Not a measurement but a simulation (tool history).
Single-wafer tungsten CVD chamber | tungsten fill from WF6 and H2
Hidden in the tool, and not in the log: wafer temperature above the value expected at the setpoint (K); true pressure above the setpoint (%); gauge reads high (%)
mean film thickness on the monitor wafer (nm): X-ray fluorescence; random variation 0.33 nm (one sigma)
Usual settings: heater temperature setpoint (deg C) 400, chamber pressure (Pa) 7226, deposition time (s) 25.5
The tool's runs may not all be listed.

run	day	heater temperature setpoint (deg C)	chamber pressure (Pa)	deposition time (s)	wafers since the last listed run	hours since the last thermocouple change	hours since the last manometer calibration	hours since the showerhead was replaced	hours since the gauge calibration	read-back reference wafer on the same gauge, thickness_nm	mean film thickness on the monitor wafer (nm)
1	0	406	7226	25.5	0	337.3	883.8	5871.3	369.5	81.525	112.053
2	4.171	400	7226	25.5	1315	437.4	983.9	5971.4	469.6	81.596	100.55
3	7.504	400	7226	25.5	1051	517.4	1063.9	6051.4	549.6	81.485	100.716
4	10.967	400	7226	25.5	1091	600.5	1147	6134.5	632.7	81.506	100.201
5	13.538	400	7226	25.5	810	662.2	1208.7	6196.2	694.4	81.485	100.093
6	17.146	409	8519	25.5	1137	748.8	1295.3	6282.8	781	81.355	124.018
7	19.988	409	8519	25.5	896	817	1363.5	6351	849.2	81.528	124.199
8	23.658	400	5800	25.5	1157	905.1	1451.6	6439.1	937.3	81.482	93.262
9	27.988	400	5800	25.5	1365	1009	1555.5	6543	1041.2	81.574	94.01
# day 29.875: showerhead replaced
10	32.075	400	5800	25.5	1183	1107.1	1653.6	52.8	1139.3	81.498	93.963
11	36.446	400	8653	24.5	1378	1212	1758.5	157.7	1244.2	81.454	102.168
12	39.204	400	8653	24.5	869	1278.2	1824.7	223.9	1310.4	81.406	101.86
13	41.671	388	7719	30.3	777	1337.4	1883.9	283.1	1369.6	81.502	97.644
14	43.546	411	6746	23.8	591	1382.4	1928.9	328.1	1414.6	81.547	111.333
# day 44.075: capacitance manometer re-zeroed and calibrated
15	46.133	400	7226	25.5	710	1444.5	49.4	390.2	1476.7	81.535	102.258
16	48.288	391	9013	28.8	679	1496.2	101.1	441.9	1528.4	81.561	104.451
# day 51.488: gauge calibrated
17	52.604	410	5640	23.3	1361	1599.8	204.7	545.5	26.8	81.504	102.956
# day 53.446: thermocouple changed; heater temperature recalibrated
18	54.483	413	6586	20.6	487	24.9	249.8	590.6	71.9	81.495	99.765
19	58.488	400	7226	30.2	1262	121	345.9	686.7	168	81.514	121.373
# day 59.588: capacitance manometer re-zeroed and calibrated, repeated, since the last time left the tool worse
20	60.183	400	7226	27.8	429	161.7	14.3	727.4	208.7	81.583	107.771
21	64.562	400	7226	25.5	1380	266.8	119.4	832.5	313.8	81.645	99.309
22	67.233	390	7226	25.5	842	330.9	183.5	896.6	377.9	81.503	82.459
23	69.721	400	6426	25.5	784	390.6	243.2	956.3	437.6	81.396	96.334
24	73.208	400	5880	30.5	1099	474.3	326.9	1040	521.3	81.492	111.259
25	75.688	400	7226	25.5	781	533.8	386.4	1099.5	580.8	81.494	100.378

Forecast each of these 5 alternatives for the next run:
A	75.704	400	7226	25.5	5	534.2	386.8	1099.9	581.2	?	?
B	75.704	400	8733	23.1	5	534.2	386.8	1099.9	581.2	?	?
C	75.704	400	6679	25.5	5	534.2	386.8	1099.9	581.2	?	?
D	75.704	400	6306	23.9	5	534.2	386.8	1099.9	581.2	?	?
E	75.704	395	7226	25.5	5	534.2	386.8	1099.9	581.2	?	?

run	read-back reference wafer on the same gauge, thickness_nm	mean film thickness on the monitor wafer (nm)
A	81.486	100.248
B	81.486	96.609
C	81.486	97.773
D	81.486	89.961
E	81.486	91.386
Without the tool's hidden state the same runs would have given:
run	mean film thickness on the monitor wafer (nm)
A	99.476
B	95.875
C	97.02
D	89.25
E	90.682
